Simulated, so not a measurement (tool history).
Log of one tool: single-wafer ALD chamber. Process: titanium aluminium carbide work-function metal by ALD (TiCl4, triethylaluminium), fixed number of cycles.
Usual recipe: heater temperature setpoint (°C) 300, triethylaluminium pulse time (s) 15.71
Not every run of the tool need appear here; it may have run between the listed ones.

run,hour,heater temperature setpoint (°C),triethylaluminium pulse time (s),"read-back reference wafer on the same gauge, thickness_nm",mean film thickness on the monitor wafer (angstrom)
1,0.0,300,20.67,1.760,21.92
2,65.2,300,20.67,1.760,21.86
3,110.0,300,20.67,1.759,21.75
4,149.4,300,15.71,1.761,21.46
5,181.8,300,15.71,1.761,21.48
6,237.8,300,15.71,1.760,21.40
7,271.1,300,15.71,1.760,21.40
8,311.5,300,15.71,1.760,21.35
9,339.7,300,15.71,1.761,21.48
10,410.6,304,19.65,1.759,22.20
11,457.9,308,11.22,1.760,19.31
12,484.6,285,11.49,1.759,17.35
13,525.8,307,13.80,1.758,21.12
14,565.8,300,15.71,1.757,21.09
15,624.3,300,21.96,1.761,20.57
16,667.2,312,10.05,1.759,10.61
17,728.1,300,15.71,1.760,16.18
18,791.2,290,19.92,1.758,20.73
19,844.2,300,12.07,1.760,20.88
20,895.8,307,17.54,1.762,22.60

Taken out of this log: 5 entries between the listed runs. Where each belongs, and how the hidden state differs across it:
In the gap between runs 7 and 8: thermocouple changed; heater temperature recalibrated (hour 298.4)
  triethylaluminium dose above that of a fresh bottle (%): -15.1 -> -16.2
  measured result minus the result with no hidden state, mean film thickness on the monitor wafer (angstrom): -0.28 -> -0.32
In the gap between runs 8 and 9: showerhead replaced (hour 335.0)
  triethylaluminium dose above that of a fresh bottle (%): -16.2 -> -17
  measured result minus the result with no hidden state, mean film thickness on the monitor wafer (angstrom): -0.32 -> -0.35
In the gap between runs 14 and 15: triethylaluminium bottle replaced (hour 589.7); gauge calibrated (hour 620.4)
  triethylaluminium dose above that of a fresh bottle (%): -23.2 -> -42.1
  measured result minus the result with no hidden state, mean film thickness on the monitor wafer (angstrom): -0.68 -> -1.44
In the gap between runs 17 and 18: triethylaluminium bottle replaced, repeated, since the last time left the tool worse (hour 749.1)
  triethylaluminium dose above that of a fresh bottle (%): -45 -> -4.28
  measured result minus the result with no hidden state, mean film thickness on the monitor wafer (angstrom): -5.32 -> -0.01
